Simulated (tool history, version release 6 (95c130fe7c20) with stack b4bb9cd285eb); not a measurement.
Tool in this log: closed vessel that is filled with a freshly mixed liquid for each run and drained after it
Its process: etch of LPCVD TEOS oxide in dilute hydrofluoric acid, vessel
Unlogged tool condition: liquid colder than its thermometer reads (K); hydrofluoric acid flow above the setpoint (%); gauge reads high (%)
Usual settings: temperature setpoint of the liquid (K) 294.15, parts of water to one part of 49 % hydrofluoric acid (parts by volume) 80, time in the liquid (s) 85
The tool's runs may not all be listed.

| run | hour | temperature setpoint of the liquid (K) | parts of water to one part of 49 % hydrofluoric acid (parts by volume) | time in the liquid (s) | wafers since the last listed run | hours since the thermometer was replaced | hours since the hydrofluoric acid flow meter was replaced | hours since the gauge calibration | read-back film thickness of the LPCVD TEOS oxide reference wafer, read on the same gauge (nm) | thickness taken off the LPCVD TEOS oxide on a monitor wafer (Å) |
|---|---|---|---|---|---|---|---|---|---|---|
| 1 | 0.0 | 294.15 | 90 | 85 | 0 | 395.0 | 2053.1 | 173.3 | 100.00 | 172.3 |
| 2 | 23.3 | 294.15 | 90 | 85 | 2773 | 418.3 | 2076.4 | 196.6 | 99.98 | 172.5 |
| 3 | 44.1 | 294.15 | 90 | 85 | 2475 | 439.1 | 2097.2 | 217.4 | 99.98 | 170.0 |
| 4 | 64.3 | 294.15 | 80 | 85 | 2404 | 459.3 | 2117.4 | 237.6 | 100.01 | 195.6 |
| 5 | 88.1 | 294.15 | 80 | 85 | 2832 | 483.1 | 2141.2 | 261.4 | 100.00 | 195.1 |
| 6 | 116.9 | 294.15 | 80 | 85 | 3428 | 511.9 | 2170.0 | 290.2 | 100.01 | 193.5 |
| 7 | 142.4 | 294.15 | 80 | 85 | 3035 | 537.4 | 2195.5 | 315.7 | 99.99 | 194.2 |
| 8 | 155.0 | 294.15 | 80 | 85 | 1499 | 550.0 | 2208.1 | 328.3 | 100.00 | 193.1 |
| 9 | 171.2 | 294.15 | 80 | 85 | 1928 | 566.2 | 2224.3 | 344.5 | 100.01 | 192.9 |
| 10 | 193.4 | 294.15 | 80 | 85 | 2642 | 588.4 | 2246.5 | 366.7 | 100.00 | 190.9 |
|  | 204.2 | hydrofluoric acid flow meter replaced |
| 11 | 208.7 | 290.15 | 80 | 120 | 1702 | 603.7 | 4.5 | 382.0 | 100.00 | 228.2 |
|  | 214.4 | gauge calibrated |
| 12 | 262.4 | 298.65 | 80 | 120 | 6391 | 657.4 | 58.2 | 48.0 | 100.02 | 325.9 |
| 13 | 278.8 | 294.15 | 80 | 85 | 1952 | 673.8 | 74.6 | 64.4 | 99.97 | 190.2 |
|  | 285.3 | thermometer replaced |
| 14 | 292.6 | 294.15 | 80 | 125 | 1523 | 7.3 | 88.4 | 78.2 | 99.98 | 306.6 |
| 15 | 337.5 | 294.15 | 60 | 55 | 5344 | 52.2 | 133.3 | 123.1 | 99.98 | 179.7 |
| 16 | 351.6 | 296.65 | 80 | 120 | 1678 | 66.3 | 147.4 | 137.2 | 99.99 | 324.8 |
| 17 | 380.6 | 292.65 | 80 | 85 | 3451 | 95.3 | 176.4 | 166.2 | 100.01 | 194.7 |
| 18 | 399.4 | 290.65 | 95 | 120 | 2237 | 114.1 | 195.2 | 185.0 | 99.98 | 205.6 |

Here are 4 independent what-if runs from the current tool condition. What would each one return?
| A | 400.1 | 294.15 | 70 | 85 | 83 | 114.8 | 195.9 | 185.7 | ? | ? |
| B | 400.1 | 292.15 | 110 | 110 | 83 | 114.8 | 195.9 | 185.7 | ? | ? |
| C | 400.1 | 298.15 | 110 | 55 | 83 | 114.8 | 195.9 | 185.7 | ? | ? |
| D | 400.1 | 294.15 | 60 | 130 | 83 | 114.8 | 195.9 | 185.7 | ? | ? |

| run | read-back film thickness of the LPCVD TEOS oxide reference wafer, read on the same gauge (nm) | thickness taken off the LPCVD TEOS oxide on a monitor wafer (Å) |
|---|---|---|
| A | 100.01 | 238.0 |
| B | 100.01 | 172.5 |
| C | 100.01 | 109.8 |
| D | 100.01 | 429.8 |
Stripped of hidden state, with their random variation kept, the same runs would have yielded:
| run | thickness taken off the LPCVD TEOS oxide on a monitor wafer (Å) |
|---|---|
| A | 242.2 |
| B | 175.5 |
| C | 111.6 |
| D | 437.5 |
